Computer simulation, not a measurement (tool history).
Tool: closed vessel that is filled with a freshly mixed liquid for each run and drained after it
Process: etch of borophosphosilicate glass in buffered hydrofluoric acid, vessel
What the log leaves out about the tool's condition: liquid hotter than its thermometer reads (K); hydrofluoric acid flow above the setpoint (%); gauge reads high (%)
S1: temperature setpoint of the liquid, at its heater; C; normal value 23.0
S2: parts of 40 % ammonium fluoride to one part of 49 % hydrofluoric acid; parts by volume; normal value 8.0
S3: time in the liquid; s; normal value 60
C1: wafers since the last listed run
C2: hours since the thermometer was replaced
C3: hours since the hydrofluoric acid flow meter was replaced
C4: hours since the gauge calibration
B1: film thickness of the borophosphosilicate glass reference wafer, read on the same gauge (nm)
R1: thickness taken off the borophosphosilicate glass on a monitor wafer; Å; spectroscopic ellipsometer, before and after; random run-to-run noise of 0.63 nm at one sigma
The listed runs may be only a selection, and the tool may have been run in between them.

Run 1, hour 0.0: usual settings; C1 0; C2 439.8; C3 1219.4; C4 209.0; B1 80.01. Result: R1 1417.4 Å.
Run 2, hour 35.8: usual settings; C1 2462; C2 475.6; C3 1255.2; C4 244.8; B1 80.02. Result: R1 1417.3 Å.
Run 3, hour 61.5: usual settings; C1 1767; C2 501.3; C3 1280.9; C4 270.5; B1 79.99. Result: R1 1428.6 Å.
Run 4, hour 78.3: usual settings; C1 1155; C2 518.1; C3 1297.7; C4 287.3; B1 79.99. Result: R1 1404.0 Å.
Run 5, hour 108.4: usual settings but S1 20.5 C; C1 2070; C2 548.2; C3 1327.8; C4 317.4; B1 79.97. Result: R1 1243.4 Å.
Run 6, hour 125.4: usual settings but S1 20.5 C; C1 1169; C2 565.2; C3 1344.8; C4 334.4; B1 79.99. Result: R1 1237.2 Å.
At hour 143.6: hydrofluoric acid flow meter replaced.
Run 7, hour 144.1: usual settings; C1 1217; C2 583.9; C3 0.5; C4 353.1; B1 80.00. Result: R1 1427.0 Å.
Run 8, hour 157.9: usual settings; C1 949; C2 597.7; C3 14.3; C4 366.9; B1 79.99. Result: R1 1424.8 Å.
Run 9, hour 182.9: usual settings but S3 90 s; C1 1719; C2 622.7; C3 39.3; C4 391.9; B1 80.04. Result: R1 2143.8 Å.
At hour 187.2: thermometer replaced.
At hour 201.2: gauge calibrated.
Run 10, hour 210.0: usual settings but S1 27.5 C, S2 6.5 parts by volume, S3 80 s; C1 1795; C2 22.8; C3 66.4; C4 8.8; B1 79.97. Result: R1 2866.4 Å.
Run 11, hour 226.0: usual settings but S1 27.0 C, S2 9.0 parts by volume, S3 30 s; C1 1100; C2 38.8; C3 82.4; C4 24.8; B1 80.01. Result: R1 750.4 Å.
Run 12, hour 255.3: usual settings; C1 2015; C2 68.1; C3 111.7; C4 54.1; B1 79.99. Result: R1 1372.1 Å.
Run 13, hour 288.0: usual settings; C1 2248; C2 100.8; C3 144.4; C4 86.8; B1 80.02. Result: R1 1382.9 Å.
Run 14, hour 304.0: usual settings but S1 20.5 C, S2 9.0 parts by volume, S3 95 s; C1 1100; C2 116.8; C3 160.4; C4 102.8; B1 80.02. Result: R1 1677.9 Å.
Run 15, hour 333.7: usual settings but S1 25.0 C; C1 2042; C2 146.5; C3 190.1; C4 132.5; B1 79.99. Result: R1 1544.9 Å.
Run 16, hour 369.4: usual settings but S1 20.5 C; C1 2455; C2 182.2; C3 225.8; C4 168.2; B1 79.97. Result: R1 1208.3 Å.

Estimate the outcome of run 17 from the log above:
Run 17, hour 401.5: usual settings but S3 85 s; C1 2207; C2 214.3; C3 257.9; C4 200.3; B1 ?. Result: R1 ?.

B1: 79.97
R1: 1976.9 Å
Were there no unlogged condition in the tool, this run, its random variation unchanged, would have produced R1 1925.2 Å.
